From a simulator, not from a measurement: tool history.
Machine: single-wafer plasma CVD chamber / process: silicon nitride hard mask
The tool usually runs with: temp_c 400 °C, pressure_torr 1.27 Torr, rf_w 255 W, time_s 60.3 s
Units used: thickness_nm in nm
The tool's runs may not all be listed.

run	hour	temp_c	pressure_torr	rf_w	time_s	wafers since the last listed run	hours since the last thermocouple change	hours since the last RF generator calibration	hours since the last manometer calibration	hours since the showerhead was replaced	hours since the gauge calibration	read-back reference wafer on the same gauge, thickness_nm	thickness_nm
1	0.0	400	1.27	255	60.3	0	435.3	1957.1	1953.1	4033.8	617.0	46.303	53.632
2	152.2	400	1.27	255	60.3	3030	587.5	2109.3	2105.3	4186.0	769.2	46.335	53.511
3	336.8	400	1.27	255	60.3	3675	772.1	2293.9	2289.9	4370.6	953.8	46.305	53.397
4	368.7	400	1.27	255	60.3	635	804.0	2325.8	2321.8	4402.5	985.7	46.237	53.164
5	396.7	400	1.27	255	60.3	557	832.0	2353.8	2349.8	4430.5	1013.7	46.288	53.023
# hour 441.9: capacitance manometer re-zeroed and calibrated
6	442.4	400	1.27	255	53.2	750	877.7	2399.5	0.5	4476.2	1059.4	46.317	46.769
7	484.6	400	1.27	255	53.2	840	919.9	2441.7	42.7	4518.4	1101.6	46.322	47.004
# hour 603.1: thermocouple changed; heater temperature recalibrated
8	618.2	400	1.27	255	53.2	2500	15.1	2575.3	176.3	4652.0	1235.2	46.314	46.743
9	649.1	395	1.27	255	60.3	615	46.0	2606.2	207.2	4682.9	1266.1	46.342	52.867
10	704.9	395	1.27	255	60.3	1110	101.8	2662.0	263.0	4738.7	1321.9	46.233	52.847
# hour 733.2: gauge calibrated
11	752.6	400	1.27	255	60.3	949	149.5	2709.7	310.7	4786.4	19.4	46.309	53.092
12	789.4	404	1.09	225	60.3	732	186.3	2746.5	347.5	4823.2	56.2	46.274	46.184
# hour 821.4: RF generator calibrated
13	824.6	408	0.99	285	69.0	541	221.5	3.2	382.7	4858.4	91.4	46.274	62.798
14	854.3	393	1.07	255	49.8	591	251.2	32.9	412.4	4888.1	121.1	46.361	43.531
15	879.0	400	1.43	255	60.3	491	275.9	57.6	437.1	4912.8	145.8	46.370	57.648

For run 16, what comes out?
# hour 922.7: showerhead replaced
16	923.2	400	1.50	255	60.3	720	320.1	101.8	481.3	0.5	190.0	?	?

read-back reference wafer on the same gauge, thickness_nm: 46.334
thickness_nm: 58.422 nm
The same run, on a tool lacking any hidden state, would have yielded thickness_nm 59.303 nm.
